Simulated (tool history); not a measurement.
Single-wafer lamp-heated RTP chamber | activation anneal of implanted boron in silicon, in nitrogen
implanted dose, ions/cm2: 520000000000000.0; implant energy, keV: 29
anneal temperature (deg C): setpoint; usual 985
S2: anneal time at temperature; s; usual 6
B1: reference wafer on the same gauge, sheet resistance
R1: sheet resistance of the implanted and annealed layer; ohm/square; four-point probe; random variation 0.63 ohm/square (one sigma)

{"run": 1, "hour": 0.0, "anneal temperature (deg C)": 972, "S2": 7, "B1": 186.01, "R1": 207.03}
{"hour": 17.4, "done": "reflector plate cleaned"}
{"run": 2, "hour": 44.1, "anneal temperature (deg C)": 971, "S2": 6, "B1": 186.04, "R1": 213.82}
{"run": 3, "hour": 132.4, "anneal temperature (deg C)": 971, "S2": 6, "B1": 185.95, "R1": 211.1}
{"hour": 209.7, "done": "pyrometer window cleaned and pyrometer calibrated"}
{"run": 4, "hour": 239.0, "anneal temperature (deg C)": 985, "S2": 8, "B1": 185.99, "R1": 193.99}
{"hour": 272.2, "done": "reflector plate cleaned"}
{"run": 5, "hour": 337.1, "anneal temperature (deg C)": 977, "S2": 5, "B1": 185.94, "R1": 197.8}
{"run": 6, "hour": 425.4, "anneal temperature (deg C)": 985, "S2": 4, "B1": 186.05, "R1": 191.55}
{"hour": 446.6, "done": "reflector plate cleaned, repeated, since the last time left the tool worse"}
{"hour": 535.4, "done": "pyrometer window cleaned and pyrometer calibrated"}
{"run": 7, "hour": 537.5, "anneal temperature (deg C)": 985, "S2": 6, "B1": 186, "R1": 196.19}
{"run": 8, "hour": 628.5, "anneal temperature (deg C)": 985, "S2": 6, "B1": 185.93, "R1": 194.95}
{"run": 9, "hour": 674.2, "anneal temperature (deg C)": 985, "S2": 6, "B1": 185.89, "R1": 194.83}
{"hour": 698.0, "done": "reflector plate cleaned"}
{"run": 10, "hour": 718.7, "anneal temperature (deg C)": 957, "S2": 5, "B1": 185.8, "R1": 240.41}
{"hour": 726.0, "done": "gauge calibrated"}
{"run": 11, "hour": 795.1, "anneal temperature (deg C)": 995, "S2": 4, "B1": 185.91, "R1": 189.49}
{"hour": 815.0, "done": "pyrometer window cleaned and pyrometer calibrated"}
{"run": 12, "hour": 899.9, "anneal temperature (deg C)": 985, "S2": 3, "B1": 186.09, "R1": 196.77}
{"hour": 947.3, "done": "reflector plate cleaned"}
{"run": 13, "hour": 948.3, "anneal temperature (deg C)": 1000, "S2": 9, "B1": 186.08, "R1": 185.95}
{"run": 14, "hour": 1042.2, "anneal temperature (deg C)": 1015, "S2": 6, "B1": 186.03, "R1": 181.96}
{"hour": 1058.2, "done": "pyrometer window cleaned and pyrometer calibrated"}
{"run": 15, "hour": 1115.2, "anneal temperature (deg C)": 972, "S2": 7, "B1": 185.96, "R1": 208.12}

Run 16 comes next. What will it give?
{"hour": 1208.2, "done": "reflector plate cleaned"}
{"hour": 1328.8, "done": "pyrometer window cleaned and pyrometer calibrated"}
{"run": 16, "hour": 1417.2, "anneal temperature (deg C)": 1005, "S2": 6, "B1": "?", "R1": "?"}

{"run 16": {"B1": 185.9, "R1": 183.69}}
Without the tool's hidden state the same run would have given R1 185.22 ohm/square.
